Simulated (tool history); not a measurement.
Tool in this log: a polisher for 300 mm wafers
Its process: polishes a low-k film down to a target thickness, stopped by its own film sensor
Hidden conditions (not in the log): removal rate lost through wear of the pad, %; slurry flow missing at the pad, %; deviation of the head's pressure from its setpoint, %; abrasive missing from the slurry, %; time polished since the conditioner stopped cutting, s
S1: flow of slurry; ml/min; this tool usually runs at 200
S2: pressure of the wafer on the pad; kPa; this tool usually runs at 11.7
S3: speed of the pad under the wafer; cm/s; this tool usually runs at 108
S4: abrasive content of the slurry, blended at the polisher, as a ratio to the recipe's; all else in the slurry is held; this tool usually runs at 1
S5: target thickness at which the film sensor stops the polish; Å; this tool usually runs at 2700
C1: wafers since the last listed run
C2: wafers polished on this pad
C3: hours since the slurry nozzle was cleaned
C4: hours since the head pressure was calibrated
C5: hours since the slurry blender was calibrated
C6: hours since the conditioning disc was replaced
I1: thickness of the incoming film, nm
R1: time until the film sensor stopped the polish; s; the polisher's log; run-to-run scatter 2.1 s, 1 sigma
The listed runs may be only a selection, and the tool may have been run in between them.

run,hour,S1,S2,S3,S4,S5,C1,C2,C3,C4,C5,C6,I1,R1
1,0,200,11.7,96,1,2700,0,1215,41,56.3,209.9,46.8,321.4,135.9
2,13.7,200,11.7,124,1,2700,152,1367,54.7,70,223.6,60.5,316.6,98.7
# hour 18: worn pad replaced by a new one
3,29.1,200,9,108,1,2700,126,123,70.1,85.4,239,75.9,319.4,158.3
4,41.4,200,11.7,108,1,2700,136,259,82.4,97.7,251.3,88.2,314.7,112.5
5,48,240,8.3,70,1,2700,73,333,89,104.3,257.9,94.8,322.9,248.3
6,60.5,200,9,72,0.9,2830,138,471,101.5,116.8,270.4,107.3,320.8,180.8
7,66.9,200,11.7,136,1,2770,71,542,107.9,123.2,276.8,113.7,314.9,78.8
# hour 69: slurry blender recalibrated
8,79.8,200,11.7,108,1,2700,120,663,120.8,136.1,10.8,126.6,314,108.3
9,104.3,175,11.7,108,1,2700,271,935,145.3,160.6,35.3,151.1,317.5,119.9
10,119.3,200,11.7,108,1,2700,166,1102,160.3,175.6,50.3,166.1,313,105.9
11,128.4,200,13.8,108,1,2750,100,1203,169.4,184.7,59.4,175.2,325.2,104.8
12,137.8,200,11.7,108,0.8,2700,104,1307,178.8,194.1,68.8,184.6,321.7,144.1
13,155.2,200,11.7,108,1,2700,193,1500,196.2,211.5,86.2,202,323,130.7
# hour 172: worn pad replaced by a new one
14,172.4,145,14.5,82,0.7,2700,146,4,213.4,228.7,103.4,219.2,316.8,150.3
15,179.8,200,9,108,1.2,2700,82,86,220.8,236.1,110.8,226.6,314.7,132.9
16,192.6,230,11.7,108,1,2700,142,228,233.6,248.9,123.6,239.4,323.5,130.3
17,208,165,7.6,98,1,2550,170,399,249,264.3,139,254.8,322.9,289.7
18,222.6,150,11.7,108,0.8,2830,161,561,263.6,278.9,153.6,269.4,323.8,126.3
19,236.9,200,13.1,108,1,2800,158,720,277.9,293.2,167.9,283.7,321.2,97.2
20,251,200,8.3,108,1,2700,156,876,292,307.3,182,297.8,319.1,178.3
21,261.8,200,11.7,108,1.25,2700,119,996,302.8,318.1,192.8,308.6,318,113.7
22,276.7,200,11.7,140,1,2700,165,1162,317.7,333,207.7,323.5,317.7,107.3
23,290,200,11.7,108,1,2570,147,1309,331,346.3,221,336.8,321.3,173.5
24,302.8,200,11.7,108,1,2700,142,1451,343.8,359.1,233.8,349.6,318.6,134.4
# hour 311.6: worn pad replaced by a new one
25,325.2,200,11.7,108,1,2700,204,151,366.2,381.5,256.2,372,324.5,154
26,339.2,200,11.7,96,1,2700,155,306,380.2,395.5,270.2,386,320,150.1

State the hidden condition of the tool at each of the runs:
removal rate lost through wear of the pad, %: 0 at every run
deviation of the head's pressure from its setpoint, %: 0 at every run
abrasive missing from the slurry, %: 0 at every run
H1: slurry flow missing at the pad, %
H2: time polished since the conditioner stopped cutting, s
run,H1,H2
1,2.74,14.3
2,2.93,17.9
3,3.22,22.9
4,3.5,27.8
5,3.67,30.7
6,4.02,36.8
7,4.22,40.2
8,4.66,47.6
9,5.63,64
10,6.31,75.5
11,6.76,83
12,7.24,91.1
13,8.21,107
14,9.26,125
15,9.74,133
16,10.6,147
17,11.7,165
18,12.8,184
19,14,203
20,15.2,223
21,16.1,238
22,17.5,261
23,18.8,282
24,20.1,303
25,22.4,342
26,24,368

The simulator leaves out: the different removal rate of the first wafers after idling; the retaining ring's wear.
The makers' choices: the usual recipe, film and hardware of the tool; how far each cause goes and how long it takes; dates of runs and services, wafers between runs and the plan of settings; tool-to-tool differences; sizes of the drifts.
